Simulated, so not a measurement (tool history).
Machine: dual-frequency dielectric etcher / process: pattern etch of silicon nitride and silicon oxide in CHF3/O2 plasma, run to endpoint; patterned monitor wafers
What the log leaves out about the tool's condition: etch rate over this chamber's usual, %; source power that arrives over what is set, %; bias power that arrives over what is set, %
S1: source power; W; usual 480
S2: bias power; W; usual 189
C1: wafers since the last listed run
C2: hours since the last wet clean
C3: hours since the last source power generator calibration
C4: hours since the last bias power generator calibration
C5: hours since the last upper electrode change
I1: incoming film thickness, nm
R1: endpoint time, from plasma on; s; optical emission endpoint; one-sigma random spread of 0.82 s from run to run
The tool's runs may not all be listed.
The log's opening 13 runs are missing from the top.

run 14 hour=143.1 | S1=520 S2=223 | C1=46 C2=266.7 C3=1501.2 C4=62.7 C5=30.0 | I1=221.1 | R1=136.0
run 15 hour=156.8 | S1=480 S2=221 | C1=98 C2=280.4 C3=1514.9 C4=76.4 C5=43.7 | I1=219.7 | R1=139.9
run 16 hour=162.9 | S1=530 S2=225 | C1=44 C2=286.5 C3=1521.0 C4=82.5 C5=49.8 | I1=219.4 | R1=133.1
run 17 hour=170.8 | S1=580 S2=156 | C1=57 C2=294.4 C3=1528.9 C4=90.4 C5=57.7 | I1=219.8 | R1=151.8
run 18 hour=185.9 | S1=480 S2=158 | C1=109 C2=309.5 C3=1544.0 C4=105.5 C5=72.8 | I1=219.6 | R1=161.1
run 19 hour=202.9 | S1=580 S2=172 | C1=122 C2=326.5 C3=1561.0 C4=122.5 C5=89.8 | I1=219.1 | R1=144.5
run 20 hour=220.2 | S1=480 S2=189 | C1=124 C2=343.8 C3=1578.3 C4=139.8 C5=107.1 | I1=222.1 | R1=151.1
run 21 hour=229.6 | S1=560 S2=189 | C1=67 C2=353.2 C3=1587.7 C4=149.2 C5=116.5 | I1=220.1 | R1=141.4
run 22 hour=246.7 | S1=570 S2=236 | C1=123 C2=370.3 C3=1604.8 C4=166.3 C5=133.6 | I1=220.9 | R1=129.7
run 23 hour=263.5 | S1=480 S2=189 | C1=121 C2=387.1 C3=1621.6 C4=183.1 C5=150.4 | I1=222.1 | R1=150.5
run 24 hour=271.5 | S1=440 S2=230 | C1=57 C2=395.1 C3=1629.6 C4=191.1 C5=158.4 | I1=222.0 | R1=142.3
-- hour=281.7 source power generator calibrated
run 25 hour=289.4 | S1=420 S2=149 | C1=100 C2=413.0 C3=7.7 C4=209.0 C5=176.3 | I1=219.8 | R1=171.9
run 26 hour=297.2 | S1=540 S2=206 | C1=56 C2=420.8 C3=15.5 C4=216.8 C5=184.1 | I1=221.1 | R1=140.3
run 27 hour=304.9 | S1=480 S2=189 | C1=55 C2=428.5 C3=23.2 C4=224.5 C5=191.8 | I1=222.1 | R1=151.9
run 28 hour=314.1 | S1=480 S2=234 | C1=66 C2=437.7 C3=32.4 C4=233.7 C5=201.0 | I1=220.3 | R1=136.6
-- hour=340.0 wet clean of the chamber
run 29 hour=340.5 | S1=370 S2=150 | C1=17 C2=0.5 C3=58.8 C4=260.1 C5=227.4 | I1=219.8 | R1=178.6
run 30 hour=340.9 | S1=480 S2=189 | C1=2 C2=0.9 C3=59.2 C4=260.5 C5=227.8 | I1=220.9 | R1=151.1
run 31 hour=351.3 | S1=530 S2=211 | C1=75 C2=11.3 C3=69.6 C4=270.9 C5=238.2 | I1=219.3 | R1=137.7
run 32 hour=365.7 | S1=480 S2=189 | C1=103 C2=25.7 C3=84.0 C4=285.3 C5=252.6 | I1=218.4 | R1=148.8
run 33 hour=372.8 | S1=580 S2=189 | C1=51 C2=32.8 C3=91.1 C4=292.4 C5=259.7 | I1=222.5 | R1=141.3
run 34 hour=424.8 | S1=390 S2=143 | C1=375 C2=84.8 C3=143.1 C4=344.4 C5=311.7 | I1=221.3 | R1=179.6
run 35 hour=438.1 | S1=360 S2=226 | C1=96 C2=98.1 C3=156.4 C4=357.7 C5=325.0 | I1=220.2 | R1=150.9
run 36 hour=452.3 | S1=370 S2=234 | C1=102 C2=112.3 C3=170.6 C4=371.9 C5=339.2 | I1=221.6 | R1=148.4

Alternative continuations, all from the tool just after run 36; predict every row:
run A hour=452.8 | S1=480 S2=189 | C1=3 C2=112.8 C3=171.1 C4=372.4 C5=339.7 | I1=221.6 | R1=?
run B hour=452.8 | S1=580 S2=223 | C1=3 C2=112.8 C3=171.1 C4=372.4 C5=339.7 | I1=221.6 | R1=?
run C hour=452.8 | S1=370 S2=148 | C1=3 C2=112.8 C3=171.1 C4=372.4 C5=339.7 | I1=221.6 | R1=?

run=A R1=150.8
run=B R1=132.6
run=C R1=181.1
What these runs would have given with no unlogged condition in the tool:
run=A R1=150.8
run=B R1=132.6
run=C R1=181.1

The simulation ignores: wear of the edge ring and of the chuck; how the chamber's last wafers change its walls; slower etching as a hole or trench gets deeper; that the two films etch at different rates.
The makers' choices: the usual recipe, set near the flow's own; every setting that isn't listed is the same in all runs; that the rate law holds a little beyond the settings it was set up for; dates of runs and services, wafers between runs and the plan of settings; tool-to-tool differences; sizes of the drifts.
